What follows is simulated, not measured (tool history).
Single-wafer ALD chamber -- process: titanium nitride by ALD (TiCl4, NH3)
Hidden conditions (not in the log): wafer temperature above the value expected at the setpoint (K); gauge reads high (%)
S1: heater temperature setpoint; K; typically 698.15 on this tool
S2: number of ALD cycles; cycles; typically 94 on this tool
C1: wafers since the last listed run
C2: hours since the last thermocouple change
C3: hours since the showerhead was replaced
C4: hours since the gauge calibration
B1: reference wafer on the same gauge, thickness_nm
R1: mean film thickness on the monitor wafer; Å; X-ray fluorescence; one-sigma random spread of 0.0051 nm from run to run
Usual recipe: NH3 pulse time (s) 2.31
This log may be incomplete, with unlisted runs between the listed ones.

run 1 hour=0.0 | S1=698.15 S2=94 NH3_pulse_time_(s)=2.31 | C1=0 C2=1523.5 C3=4151.7 C4=175.1 | B1=1.869 | R1=20.44
run 2 hour=10.6 | S1=698.15 S2=94 NH3_pulse_time_(s)=2.31 | C1=30 C2=1534.1 C3=4162.3 C4=185.7 | B1=1.870 | R1=20.48
run 3 hour=26.0 | S1=698.15 S2=94 NH3_pulse_time_(s)=2.31 | C1=44 C2=1549.5 C3=4177.7 C4=201.1 | B1=1.868 | R1=20.54
run 4 hour=33.5 | S1=698.15 S2=94 NH3_pulse_time_(s)=2.31 | C1=21 C2=1557.0 C3=4185.2 C4=208.6 | B1=1.867 | R1=20.45
run 5 hour=40.5 | S1=698.15 S2=94 NH3_pulse_time_(s)=2.31 | C1=20 C2=1564.0 C3=4192.2 C4=215.6 | B1=1.868 | R1=20.45
run 6 hour=54.9 | S1=698.15 S2=94 NH3_pulse_time_(s)=2.31 | C1=42 C2=1578.4 C3=4206.6 C4=230.0 | B1=1.864 | R1=20.48
run 7 hour=63.0 | S1=698.15 S2=94 NH3_pulse_time_(s)=2.31 | C1=23 C2=1586.5 C3=4214.7 C4=238.1 | B1=1.863 | R1=20.44
run 8 hour=79.7 | S1=698.15 S2=94 NH3_pulse_time_(s)=1.66 | C1=48 C2=1603.2 C3=4231.4 C4=254.8 | B1=1.860 | R1=20.21
run 9 hour=96.9 | S1=698.15 S2=94 NH3_pulse_time_(s)=1.66 | C1=50 C2=1620.4 C3=4248.6 C4=272.0 | B1=1.857 | R1=20.15
run 10 hour=109.6 | S1=698.15 S2=94 NH3_pulse_time_(s)=1.66 | C1=37 C2=1633.1 C3=4261.3 C4=284.7 | B1=1.854 | R1=20.11
run 11 hour=121.5 | S1=698.15 S2=94 NH3_pulse_time_(s)=2.31 | C1=34 C2=1645.0 C3=4273.2 C4=296.6 | B1=1.855 | R1=20.35
run 12 hour=135.8 | S1=698.15 S2=94 NH3_pulse_time_(s)=2.31 | C1=41 C2=1659.3 C3=4287.5 C4=310.9 | B1=1.851 | R1=20.27
-- hour=146.0 gauge calibrated
run 13 hour=147.4 | S1=698.15 S2=94 NH3_pulse_time_(s)=2.31 | C1=33 C2=1670.9 C3=4299.1 C4=1.4 | B1=1.876 | R1=20.56
run 14 hour=154.5 | S1=698.15 S2=94 NH3_pulse_time_(s)=2.31 | C1=20 C2=1678.0 C3=4306.2 C4=8.5 | B1=1.878 | R1=20.62
run 15 hour=168.3 | S1=698.15 S2=94 NH3_pulse_time_(s)=1.74 | C1=40 C2=1691.8 C3=4320.0 C4=22.3 | B1=1.875 | R1=20.32
run 16 hour=180.0 | S1=698.15 S2=94 NH3_pulse_time_(s)=2.31 | C1=34 C2=1703.5 C3=4331.7 C4=34.0 | B1=1.880 | R1=20.62
run 17 hour=188.5 | S1=698.15 S2=94 NH3_pulse_time_(s)=2.31 | C1=24 C2=1712.0 C3=4340.2 C4=42.5 | B1=1.878 | R1=20.58
run 18 hour=195.5 | S1=708.15 S2=87 NH3_pulse_time_(s)=1.42 | C1=20 C2=1719.0 C3=4347.2 C4=49.5 | B1=1.876 | R1=18.72
-- hour=241.6 showerhead replaced
run 19 hour=243.9 | S1=707.15 S2=94 NH3_pulse_time_(s)=1.40 | C1=118 C2=1767.4 C3=2.3 C4=97.9 | B1=1.874 | R1=20.13
run 20 hour=285.7 | S1=688.15 S2=86 NH3_pulse_time_(s)=1.53 | C1=122 C2=1809.2 C3=44.1 C4=139.7 | B1=1.871 | R1=18.41
run 21 hour=297.0 | S1=706.15 S2=94 NH3_pulse_time_(s)=2.31 | C1=33 C2=1820.5 C3=55.4 C4=151.0 | B1=1.871 | R1=20.48
run 22 hour=304.8 | S1=698.15 S2=94 NH3_pulse_time_(s)=2.31 | C1=22 C2=1828.3 C3=63.2 C4=158.8 | B1=1.871 | R1=20.60
-- hour=318.9 thermocouple changed; heater temperature recalibrated
run 23 hour=319.4 | S1=698.15 S2=94 NH3_pulse_time_(s)=1.66 | C1=19 C2=0.5 C3=77.8 C4=173.4 | B1=1.866 | R1=20.26
run 24 hour=320.9 | S1=687.15 S2=94 NH3_pulse_time_(s)=2.31 | C1=4 C2=2.0 C3=79.3 C4=174.9 | B1=1.868 | R1=20.39
run 25 hour=335.2 | S1=698.15 S2=94 NH3_pulse_time_(s)=2.31 | C1=41 C2=16.3 C3=93.6 C4=189.2 | B1=1.868 | R1=20.48
run 26 hour=348.2 | S1=704.15 S2=94 NH3_pulse_time_(s)=1.46 | C1=37 C2=29.3 C3=106.6 C4=202.2 | B1=1.866 | R1=20.14
run 27 hour=356.3 | S1=698.15 S2=101 NH3_pulse_time_(s)=2.31 | C1=23 C2=37.4 C3=114.7 C4=210.3 | B1=1.865 | R1=22.07
run 28 hour=367.0 | S1=698.15 S2=85 NH3_pulse_time_(s)=2.31 | C1=31 C2=48.1 C3=125.4 C4=221.0 | B1=1.862 | R1=18.54
run 29 hour=381.5 | S1=698.15 S2=94 NH3_pulse_time_(s)=2.31 | C1=42 C2=62.6 C3=139.9 C4=235.5 | B1=1.864 | R1=20.42
run 30 hour=393.8 | S1=685.15 S2=77 NH3_pulse_time_(s)=2.89 | C1=35 C2=74.9 C3=152.2 C4=247.8 | B1=1.863 | R1=16.76
run 31 hour=406.9 | S1=698.15 S2=111 NH3_pulse_time_(s)=2.69 | C1=38 C2=88.0 C3=165.3 C4=260.9 | B1=1.858 | R1=24.25
run 32 hour=414.9 | S1=685.15 S2=77 NH3_pulse_time_(s)=2.89 | C1=23 C2=96.0 C3=173.3 C4=268.9 | B1=1.857 | R1=16.69
run 33 hour=431.6 | S1=694.15 S2=94 NH3_pulse_time_(s)=2.31 | C1=48 C2=112.7 C3=190.0 C4=285.6 | B1=1.856 | R1=20.32
run 34 hour=444.7 | S1=698.15 S2=84 NH3_pulse_time_(s)=3.23 | C1=38 C2=125.8 C3=203.1 C4=298.7 | B1=1.853 | R1=18.24
-- hour=454.7 gauge calibrated
run 35 hour=459.4 | S1=698.15 S2=89 NH3_pulse_time_(s)=2.31 | C1=42 C2=140.5 C3=217.8 C4=4.7 | B1=1.886 | R1=19.49

Some steps in R1 between neighbouring runs. How much of each would the tool show without its hidden state too (settings, what came in, random variation), and how much is left for the hidden state, with any gauge scatter that isn't in both results?
Run 12 -> 13: gauge calibrated. R1 +0.29 Å: hidden state +0.27, all else +0.02.
Run 29 -> 30: S1 698.15 -> 685.15, S2 94 -> 77, NH3 pulse time (s) 2.31 -> 2.89. R1 -3.66 Å: hidden state +0.02, all else -3.68.
Run 30 -> 31: S1 685.15 -> 698.15, S2 77 -> 111, NH3 pulse time (s) 2.89 -> 2.69. R1 +7.49 Å: hidden state -0.10, all else +7.59.
Run 31 -> 32: S1 698.15 -> 685.15, S2 111 -> 77, NH3 pulse time (s) 2.69 -> 2.89. R1 -7.56 Å: hidden state +0.07, all else -7.63.
Run 34 -> 35: S2 84 -> 89, NH3 pulse time (s) 3.23 -> 2.31, gauge calibrated. R1 +1.25 Å: hidden state +0.31, all else +0.94.
